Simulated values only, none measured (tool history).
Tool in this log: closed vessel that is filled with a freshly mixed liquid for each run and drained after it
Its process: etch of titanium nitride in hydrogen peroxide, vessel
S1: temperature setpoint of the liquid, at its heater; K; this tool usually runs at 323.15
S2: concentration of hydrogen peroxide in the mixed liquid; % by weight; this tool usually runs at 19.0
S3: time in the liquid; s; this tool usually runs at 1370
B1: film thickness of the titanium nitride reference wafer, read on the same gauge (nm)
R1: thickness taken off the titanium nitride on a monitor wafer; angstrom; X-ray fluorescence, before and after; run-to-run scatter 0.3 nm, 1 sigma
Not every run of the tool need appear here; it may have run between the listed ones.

{"run": 1, "day": 0.0, "S1": 323.15, "S2": 21.0, "S3": 1370, "B1": 70.01, "R1": 339.9}
{"run": 2, "day": 0.55, "S1": 323.15, "S2": 19.0, "S3": 1370, "B1": 69.98, "R1": 338.8}
{"run": 3, "day": 0.938, "S1": 323.15, "S2": 19.0, "S3": 1370, "B1": 69.98, "R1": 336.6}
{"run": 4, "day": 1.317, "S1": 323.15, "S2": 19.0, "S3": 1370, "B1": 69.99, "R1": 336.2}
{"run": 5, "day": 1.804, "S1": 323.15, "S2": 19.0, "S3": 1115, "B1": 70.01, "R1": 271.2}
{"run": 6, "day": 2.396, "S1": 327.65, "S2": 19.0, "S3": 1370, "B1": 70.03, "R1": 467.4}
{"run": 7, "day": 3.021, "S1": 323.15, "S2": 19.0, "S3": 1370, "B1": 70.02, "R1": 336.4}
{"run": 8, "day": 3.583, "S1": 323.15, "S2": 19.0, "S3": 1370, "B1": 69.99, "R1": 330.9}
{"run": 9, "day": 3.988, "S1": 323.15, "S2": 19.0, "S3": 1370, "B1": 70.02, "R1": 334.4}
{"day": 4.108, "done": "new drum of peroxide connected"}
{"day": 4.358, "done": "peroxide flow meter replaced"}
{"run": 10, "day": 4.529, "S1": 323.15, "S2": 19.0, "S3": 1370, "B1": 70.0, "R1": 336.9}
{"run": 11, "day": 5.029, "S1": 323.15, "S2": 19.0, "S3": 1370, "B1": 70.02, "R1": 335.0}
{"run": 12, "day": 5.658, "S1": 323.15, "S2": 19.0, "S3": 1370, "B1": 69.99, "R1": 333.5}
{"run": 13, "day": 5.917, "S1": 323.15, "S2": 19.0, "S3": 1370, "B1": 70.01, "R1": 330.9}
{"run": 14, "day": 6.45, "S1": 323.15, "S2": 19.0, "S3": 1370, "B1": 70.02, "R1": 332.7}
{"run": 15, "day": 6.812, "S1": 331.65, "S2": 19.0, "S3": 1810, "B1": 69.98, "R1": 809.0}
{"run": 16, "day": 7.212, "S1": 323.15, "S2": 15.5, "S3": 1370, "B1": 69.98, "R1": 318.4}
{"run": 17, "day": 7.708, "S1": 318.65, "S2": 14.0, "S3": 1580, "B1": 70.02, "R1": 256.7}
{"run": 18, "day": 8.379, "S1": 331.15, "S2": 19.0, "S3": 1370, "B1": 70.0, "R1": 592.9}
{"day": 9.012, "done": "thermometer replaced"}
{"run": 19, "day": 9.075, "S1": 326.65, "S2": 19.0, "S3": 2180, "B1": 69.99, "R1": 840.4}
{"run": 20, "day": 9.617, "S1": 331.15, "S2": 19.0, "S3": 715, "B1": 70.02, "R1": 368.1}
{"run": 21, "day": 10.221, "S1": 323.15, "S2": 19.0, "S3": 1115, "B1": 70.0, "R1": 330.1}
{"day": 10.454, "done": "gauge calibrated"}
{"run": 22, "day": 10.688, "S1": 330.15, "S2": 17.5, "S3": 1785, "B1": 70.0, "R1": 859.5}
{"run": 23, "day": 11.196, "S1": 332.65, "S2": 21.5, "S3": 1015, "B1": 70.01, "R1": 604.2}

What will run 24 give?
{"run": 24, "day": 11.525, "S1": 323.15, "S2": 19.0, "S3": 1625, "B1": "?", "R1": "?"}

{"run 24": {"B1": 70.0, "R1": 483.7}}
Minus the tool's unlogged condition, the same run would have read R1 490.7 angstrom.

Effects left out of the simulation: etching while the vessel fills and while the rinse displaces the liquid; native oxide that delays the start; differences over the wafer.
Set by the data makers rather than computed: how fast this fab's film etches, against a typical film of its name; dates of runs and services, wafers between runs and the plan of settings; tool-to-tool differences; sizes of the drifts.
